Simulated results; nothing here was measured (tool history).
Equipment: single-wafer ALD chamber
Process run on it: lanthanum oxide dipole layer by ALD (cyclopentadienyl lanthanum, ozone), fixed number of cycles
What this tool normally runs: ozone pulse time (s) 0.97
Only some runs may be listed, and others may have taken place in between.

| run | hour | ozone pulse time (s) | read-back reference wafer on the same gauge, thickness_nm | mean film thickness on the monitor wafer (angstrom) |
|---|---|---|---|---|
| 1 | 0 | 0.97 | 0.475 | 5.09 |
| 2 | 98.6 | 0.97 | 0.476 | 5.11 |
| 3 | 152.9 | 0.97 | 0.478 | 5.12 |
| 4 | 259.6 | 0.97 | 0.479 | 5.13 |
| 5 | 327.2 | 0.97 | 0.481 | 5.13 |
| 6 | 390.4 | 0.97 | 0.482 | 5.13 |
| 7 | 450.3 | 0.97 | 0.483 | 5.18 |
| 8 | 541.6 | 0.97 | 0.485 | 5.11 |
|  | 550.2 | showerhead replaced |
| 9 | 596.3 | 0.97 | 0.486 | 5.12 |
| 10 | 688 | 0.97 | 0.487 | 5.17 |
| 11 | 744.2 | 0.97 | 0.488 | 5.26 |
|  | 754.2 | ozone generator serviced |
|  | 803.6 | thermocouple changed; heater temperature recalibrated |
| 12 | 804.1 | 0.97 | 0.49 | 5.2 |
| 13 | 894 | 0.97 | 0.491 | 5.27 |
| 14 | 997.2 | 0.6 | 0.493 | 3.43 |
| 15 | 1043 | 0.86 | 0.495 | 4.92 |
| 16 | 1128.4 | 0.97 | 0.496 | 5.3 |
|  | 1134.8 | gauge calibrated |
| 17 | 1179 | 1.22 | 0.468 | 5.37 |
| 18 | 1217.8 | 1.11 | 0.469 | 5.3 |
| 19 | 1255.6 | 0.79 | 0.469 | 4.4 |
| 20 | 1314.1 | 1.14 | 0.469 | 5.37 |
| 21 | 1405 | 0.97 | 0.472 | 5.02 |
| 22 | 1466.9 | 0.7 | 0.473 | 3.95 |
|  | 1554.5 | ozone generator serviced |
| 23 | 1560.8 | 1.29 | 0.475 | 5.62 |

What will run 24 give?
| 24 | 1607.3 | 0.85 | ? | ? |

read-back reference wafer on the same gauge, thickness_nm: 0.475
mean film thickness on the monitor wafer (angstrom): 4.7
Had the tool carried no hidden state, the very same run would have given mean film thickness on the monitor wafer (angstrom) 4.63.
